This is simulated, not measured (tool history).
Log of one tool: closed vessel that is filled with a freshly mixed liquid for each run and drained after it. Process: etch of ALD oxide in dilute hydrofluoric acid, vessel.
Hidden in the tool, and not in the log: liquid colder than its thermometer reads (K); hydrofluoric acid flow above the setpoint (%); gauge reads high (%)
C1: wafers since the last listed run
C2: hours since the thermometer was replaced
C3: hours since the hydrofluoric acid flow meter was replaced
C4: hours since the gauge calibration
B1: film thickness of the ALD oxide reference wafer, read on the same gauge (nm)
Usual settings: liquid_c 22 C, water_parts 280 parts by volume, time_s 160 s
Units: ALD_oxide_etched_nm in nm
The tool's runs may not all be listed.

Run 1, day 0: usual settings but water_parts 235 parts by volume; C1 0; C2 587.7; C3 434.4; C4 192.9; B1 129.98. Result: ALD_oxide_etched_nm 10.3 nm.
Run 2, day 1.746: usual settings but water_parts 235 parts by volume; C1 4241; C2 629.6; C3 476.3; C4 234.8; B1 130.01. Result: ALD_oxide_etched_nm 10.12 nm.
Run 3, day 6.167: usual settings but water_parts 235 parts by volume; C1 10740; C2 735.7; C3 582.4; C4 340.9; B1 130.01. Result: ALD_oxide_etched_nm 10.26 nm.
Run 4, day 9.662: usual settings; C1 8493; C2 819.6; C3 666.3; C4 424.8; B1 130.01. Result: ALD_oxide_etched_nm 8.37 nm.
Run 5, day 11.708: usual settings; C1 4970; C2 868.7; C3 715.4; C4 473.9; B1 130.01. Result: ALD_oxide_etched_nm 8.3 nm.
Run 6, day 18.879: usual settings; C1 17422; C2 1040.8; C3 887.5; C4 646; B1 130. Result: ALD_oxide_etched_nm 8.37 nm.
Run 7, day 21.829: usual settings; C1 7167; C2 1111.6; C3 958.3; C4 716.8; B1 129.99. Result: ALD_oxide_etched_nm 8.38 nm.
Run 8, day 23.738: usual settings; C1 4636; C2 1157.4; C3 1004.1; C4 762.6; B1 130. Result: ALD_oxide_etched_nm 8.4 nm.
Run 9, day 27.688: usual settings; C1 9597; C2 1252.2; C3 1098.9; C4 857.4; B1 130. Result: ALD_oxide_etched_nm 8.45 nm.
Run 10, day 29.479: usual settings; C1 4353; C2 1295.2; C3 1141.9; C4 900.4; B1 130.01. Result: ALD_oxide_etched_nm 8.45 nm.
Run 11, day 33.6: usual settings; C1 10012; C2 1394.1; C3 1240.8; C4 999.3; B1 130. Result: ALD_oxide_etched_nm 8.49 nm.
Run 12, day 35.871: usual settings; C1 5517; C2 1448.6; C3 1295.3; C4 1053.8; B1 130.02. Result: ALD_oxide_etched_nm 8.49 nm.
At day 38.412: thermometer replaced.
Run 13, day 40.004: usual settings but liquid_c 18 C; C1 9941; C2 38.2; C3 1394.5; C4 1153; B1 130.03. Result: ALD_oxide_etched_nm 7.36 nm.
At day 42.683: hydrofluoric acid flow meter replaced.
Run 14, day 42.95: usual settings but liquid_c 24 C, water_parts 350 parts by volume, time_s 230 s; C1 7056; C2 108.9; C3 6.4; C4 1223.7; B1 130.01. Result: ALD_oxide_etched_nm 9.35 nm.
Run 15, day 47.404: usual settings but liquid_c 25.5 C, time_s 215 s; C1 10821; C2 215.8; C3 113.3; C4 1330.6; B1 130.01. Result: ALD_oxide_etched_nm 12.22 nm.
Run 16, day 50.075: usual settings but liquid_c 20.5 C, water_parts 150 parts by volume, time_s 220 s; C1 6489; C2 279.9; C3 177.4; C4 1394.7; B1 129.99. Result: ALD_oxide_etched_nm 22.37 nm.
Run 17, day 53.367: usual settings; C1 7997; C2 358.9; C3 256.4; C4 1473.7; B1 130. Result: ALD_oxide_etched_nm 8.14 nm.
Run 18, day 56.762: usual settings; C1 8250; C2 440.4; C3 337.9; C4 1555.2; B1 130. Result: ALD_oxide_etched_nm 8.22 nm.
Run 19, day 59.05: usual settings but liquid_c 18.5 C, water_parts 320 parts by volume, time_s 85 s; C1 5557; C2 495.3; C3 392.8; C4 1610.1; B1 130.04. Result: ALD_oxide_etched_nm 3.24 nm.
At day 61.029: gauge calibrated.
Run 20, day 63.2: usual settings but water_parts 370 parts by volume, time_s 120 s; C1 10082; C2 594.9; C3 492.4; C4 52.1; B1 129.99. Result: ALD_oxide_etched_nm 4.31 nm.
Run 21, day 67.496: usual settings but liquid_c 26.5 C, time_s 225 s; C1 10437; C2 698; C3 595.5; C4 155.2; B1 129.99. Result: ALD_oxide_etched_nm 13.62 nm.
Run 22, day 71.942: usual settings but liquid_c 27 C; C1 10801; C2 804.7; C3 702.2; C4 261.9; B1 129.99. Result: ALD_oxide_etched_nm 9.91 nm.
Run 23, day 75.754: usual settings but liquid_c 19 C, water_parts 175 parts by volume, time_s 95 s; C1 9262; C2 896.2; C3 793.7; C4 353.4; B1 129.96. Result: ALD_oxide_etched_nm 7.76 nm.
Run 24, day 84.988: usual settings but time_s 200 s; C1 22433; C2 1117.8; C3 1015.3; C4 575; B1 129.99. Result: ALD_oxide_etched_nm 10.54 nm.

How the hidden state differs across the entries between the runs, from the last listed run before each to the first after it:
Between runs 12 and 13: thermometer replaced (day 38.412)
  hydrofluoric acid flow above the setpoint (%): 4.77 -> 5.09
  measured less the result without the state, ALD_oxide_etched_nm: +0.49 -> +0.44 nm
Between runs 13 and 14: hydrofluoric acid flow meter replaced (day 42.683)
  hydrofluoric acid flow above the setpoint (%): 5.09 -> 0.495
  measured less the result without the state, ALD_oxide_etched_nm: +0.44 -> +0.06 nm
Between runs 19 and 20: gauge calibrated (day 61.029)
  hydrofluoric acid flow above the setpoint (%): 1.73 -> 2.05
  measured less the result without the state, ALD_oxide_etched_nm: +0.07 -> +0.12 nm
